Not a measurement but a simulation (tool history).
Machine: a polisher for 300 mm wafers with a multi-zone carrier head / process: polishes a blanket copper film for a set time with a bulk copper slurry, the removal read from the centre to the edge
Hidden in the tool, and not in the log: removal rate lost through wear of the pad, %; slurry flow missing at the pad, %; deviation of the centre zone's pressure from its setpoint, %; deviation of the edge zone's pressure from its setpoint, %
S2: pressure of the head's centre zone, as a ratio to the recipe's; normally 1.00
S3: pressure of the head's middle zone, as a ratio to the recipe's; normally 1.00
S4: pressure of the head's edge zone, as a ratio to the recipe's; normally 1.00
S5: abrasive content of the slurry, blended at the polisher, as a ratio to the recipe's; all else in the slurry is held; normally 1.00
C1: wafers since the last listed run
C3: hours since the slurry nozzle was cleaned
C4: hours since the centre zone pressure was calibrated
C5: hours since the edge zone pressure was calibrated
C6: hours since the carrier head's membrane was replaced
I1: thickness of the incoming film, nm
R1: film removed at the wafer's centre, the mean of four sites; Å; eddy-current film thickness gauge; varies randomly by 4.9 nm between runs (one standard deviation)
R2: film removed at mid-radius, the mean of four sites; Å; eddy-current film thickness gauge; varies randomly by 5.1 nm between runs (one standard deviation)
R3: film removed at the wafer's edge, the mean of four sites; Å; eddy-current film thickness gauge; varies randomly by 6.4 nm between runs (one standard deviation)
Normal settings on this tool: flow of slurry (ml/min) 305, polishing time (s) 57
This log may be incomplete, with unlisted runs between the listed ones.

Run 1, hour 0.0: usual settings but polishing time (s) 66; C1 0; wafers polished on this pad 1721; C3 457.3; C4 160.8; C5 499.0; C6 451.5; I1 2430.9. Result: R1 6127 Å, R2 6199 Å, R3 6497 Å.
Run 2, hour 49.2: usual settings but polishing time (s) 66; C1 388; wafers polished on this pad 2109; C3 506.5; C4 210.0; C5 548.2; C6 500.7; I1 2418.9. Result: R1 6125 Å, R2 6036 Å, R3 6323 Å.
At hour 71.3: worn pad replaced by a new one.
Run 3, hour 96.4: usual settings but polishing time (s) 66; C1 340; wafers polished on this pad 198; C3 553.7; C4 257.2; C5 595.4; C6 547.9; I1 2386.3. Result: R1 6073 Å, R2 6113 Å, R3 6459 Å.
Run 4, hour 127.2: usual settings; C1 242; wafers polished on this pad 441; C3 584.5; C4 288.0; C5 626.2; C6 578.7; I1 2385.2. Result: R1 5325 Å, R2 5250 Å, R3 5498 Å.
Run 5, hour 185.5: usual settings; C1 459; wafers polished on this pad 901; C3 642.8; C4 346.3; C5 684.5; C6 637.0; I1 2457.7. Result: R1 5255 Å, R2 5323 Å, R3 5557 Å.
At hour 245.1: centre zone pressure recalibrated.
Run 6, hour 247.0: usual settings; C1 469; wafers polished on this pad 1370; C3 704.3; C4 1.9; C5 746.0; C6 698.5; I1 2423.6. Result: R1 5261 Å, R2 5373 Å, R3 5425 Å.
At hour 291.8: slurry nozzle cleaned.
Run 7, hour 298.8: usual settings but S4 0.97; C1 400; wafers polished on this pad 1771; C3 7.0; C4 53.7; C5 797.8; C6 750.3; I1 2405.4. Result: R1 5252 Å, R2 5264 Å, R3 5355 Å.
At hour 320.6: worn pad replaced by a new one.
Run 8, hour 349.3: usual settings but S3 1.03, S4 0.96, polishing time (s) 51; C1 366; wafers polished on this pad 226; C3 57.5; C4 104.2; C5 848.3; C6 800.8; I1 2377.6. Result: R1 4689 Å, R2 4823 Å, R3 4784 Å.
Run 9, hour 395.7: usual settings but flow of slurry (ml/min) 395, S2 1.11, S3 0.88, S5 0.85; C1 366; wafers polished on this pad 592; C3 103.9; C4 150.6; C5 894.7; C6 847.2; I1 2398.5. Result: R1 5823 Å, R2 4701 Å, R3 5377 Å.
Run 10, hour 430.6: usual settings but S5 1.15; C1 275; wafers polished on this pad 867; C3 138.8; C4 185.5; C5 929.6; C6 882.1; I1 2398.4. Result: R1 5363 Å, R2 5493 Å, R3 5508 Å.
Run 11, hour 474.8: usual settings but flow of slurry (ml/min) 335, S2 0.92, S4 0.97, polishing time (s) 50; C1 348; wafers polished on this pad 1216; C3 183.0; C4 229.7; C5 973.8; C6 926.3; I1 2375.5. Result: R1 4254 Å, R2 4592 Å, R3 4778 Å.
Run 12, hour 529.1: usual settings; C1 428; wafers polished on this pad 1644; C3 237.3; C4 284.0; C5 1028.1; C6 980.6; I1 2410.9. Result: R1 5308 Å, R2 5305 Å, R3 5527 Å.
At hour 558.2: worn pad replaced by a new one.
At hour 566.1: edge zone pressure recalibrated.
Run 13, hour 596.3: usual settings; C1 482; wafers polished on this pad 284; C3 304.5; C4 351.2; C5 30.2; C6 1047.8; I1 2398.3. Result: R1 5192 Å, R2 5288 Å, R3 5473 Å.
At hour 625.5: carrier head's membrane replaced by a new one.
Run 14, hour 632.4: usual settings; C1 245; wafers polished on this pad 530; C3 340.6; C4 387.3; C5 66.3; C6 6.9; I1 2436.9. Result: R1 5274 Å, R2 5340 Å, R3 5530 Å.
At hour 654.2: centre zone pressure recalibrated.
Run 15, hour 690.1: usual settings but flow of slurry (ml/min) 360, S3 1.04, S4 1.09, S5 0.75; C1 439; wafers polished on this pad 969; C3 398.3; C4 35.9; C5 124.0; C6 64.6; I1 2391.2. Result: R1 5139 Å, R2 5262 Å, R3 5522 Å.
Run 16, hour 753.5: usual settings but flow of slurry (ml/min) 370, S4 1.04; C1 500; wafers polished on this pad 1469; C3 461.7; C4 99.3; C5 187.4; C6 128.0; I1 2377.5. Result: R1 5319 Å, R2 5450 Å, R3 5566 Å.
Run 17, hour 806.8: usual settings but S2 0.94, S4 1.05; C1 420; wafers polished on this pad 1890; C3 515.0; C4 152.6; C5 240.7; C6 181.3; I1 2408.3. Result: R1 4962 Å, R2 5257 Å, R3 5682 Å.
At hour 821.6: worn pad replaced by a new one.
Run 18, hour 859.7: usual settings but polishing time (s) 39; C1 385; wafers polished on this pad 300; C3 567.9; C4 205.5; C5 293.6; C6 234.2; I1 2416.4. Result: R1 3600 Å, R2 3618 Å, R3 3804 Å.
Run 19, hour 894.8: usual settings but S4 0.88, S5 0.80, polishing time (s) 51; C1 276; wafers polished on this pad 577; C3 603.0; C4 240.6; C5 328.7; C6 269.3; I1 2445.8. Result: R1 4563 Å, R2 4622 Å, R3 4487 Å.
Run 20, hour 919.4: usual settings; C1 194; wafers polished on this pad 771; C3 627.6; C4 265.2; C5 353.3; C6 293.9; I1 2413.7. Result: R1 5294 Å, R2 5294 Å, R3 5535 Å.

Forecast each of these 5 alternatives for the next run:
Run A, hour 919.8: usual settings; C1 3; wafers polished on this pad 774; C3 628.0; C4 265.6; C5 353.7; C6 294.3; I1 2438.0. Result: R1 ?, R2 ?, R3 ?.
Run B, hour 919.8: usual settings but flow of slurry (ml/min) 235, S3 1.03; C1 3; wafers polished on this pad 774; C3 628.0; C4 265.6; C5 353.7; C6 294.3; I1 2438.0. Result: R1 ?, R2 ?, R3 ?.
Run C, hour 919.8: usual settings but flow of slurry (ml/min) 225, S2 1.09, polishing time (s) 75; C1 3; wafers polished on this pad 774; C3 628.0; C4 265.6; C5 353.7; C6 294.3; I1 2438.0. Result: R1 ?, R2 ?, R3 ?.
Run D, hour 919.8: usual settings but polishing time (s) 65; C1 3; wafers polished on this pad 774; C3 628.0; C4 265.6; C5 353.7; C6 294.3; I1 2438.0. Result: R1 ?, R2 ?, R3 ?.
Run E, hour 919.8: usual settings but S2 0.91, polishing time (s) 68; C1 3; wafers polished on this pad 774; C3 628.0; C4 265.6; C5 353.7; C6 294.3; I1 2438.0. Result: R1 ?, R2 ?, R3 ?.

run    R1    R2    R3
  A  5329  5360  5487
  B  5206  5379  5397
  C  7438  6874  7084
  D  6077  6112  6257
  E  5781  6397  6546
With no hidden state in the tool, these same runs would have given:
run    R1    R2    R3
  A  5329  5360  5487
  B  5206  5379  5397
  C  7438  6874  7084
  D  6077  6112  6257
  E  5781  6397  6546
